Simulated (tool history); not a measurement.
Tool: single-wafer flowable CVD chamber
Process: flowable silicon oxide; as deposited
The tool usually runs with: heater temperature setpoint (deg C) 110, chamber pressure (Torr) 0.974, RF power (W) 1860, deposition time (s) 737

run	hour	heater temperature setpoint (deg C)	chamber pressure (Torr)	RF power (W)	deposition time (s)	read-back reference wafer on the same gauge, thickness_nm	mean film thickness on the monitor wafer (angstrom)
1	0.0	110	0.974	1860	737	434.171	3666.05
2	64.4	110	0.974	1860	737	434.238	3663.64
3	161.0	110	0.974	1860	737	434.145	3653.71
4	253.7	110	0.974	1860	737	433.695	3669.25
5	299.5	110	0.974	1860	737	434.026	3652.48
6	356.2	110	0.974	1860	737	433.538	3638.02
7	413.1	110	0.974	1860	737	434.014	3651.08
8	468.4	110	0.974	1860	737	433.731	3640.63
# hour 517.7: gauge calibrated
9	534.7	110	0.974	1860	737	434.132	3632.45
10	583.9	124	1.130	2130	671	433.513	2427.40
# hour 602.6: thermocouple changed; heater temperature recalibrated
11	630.0	103	0.974	1860	737	433.330	4908.43
# hour 675.9: RF generator calibrated
# hour 701.1: showerhead replaced, of another model than before
12	728.8	110	0.974	1860	737	433.910	3780.33
# hour 795.3: capacitance manometer re-zeroed and calibrated
13	795.8	104	0.840	1860	737	434.281	4318.77
14	891.8	110	0.974	2070	843	434.147	4381.09
15	984.8	110	0.833	1645	737	434.261	3332.24
16	1072.1	110	0.974	1860	737	433.986	3744.63
17	1142.5	110	0.974	1860	737	434.518	3739.57
18	1218.0	105	1.181	1860	737	434.055	5058.80
19	1277.3	110	0.974	1860	737	434.330	3732.03

Some steps in mean film thickness on the monitor wafer (angstrom) between neighbouring runs. How much of each would the tool show without its hidden state too (settings, what came in, random variation), and how much is left for the hidden state, with any gauge scatter that isn't in both results?
Hidden conditions of the tool in this case: wafer temperature above the value expected at the setpoint (K); delivered RF power above the setpoint (%); true pressure above the setpoint (%); gauge reads high (%).
Run 10 -> 11: heater temperature setpoint (deg C) 124 -> 103, chamber pressure (Torr) 1.130 -> 0.974, RF power (W) 2130 -> 1860, deposition time (s) 671 -> 737, thermocouple changed; heater temperature recalibrated. mean film thickness on the monitor wafer (angstrom) +2481.03: hidden state +78.05, all else +2402.98.
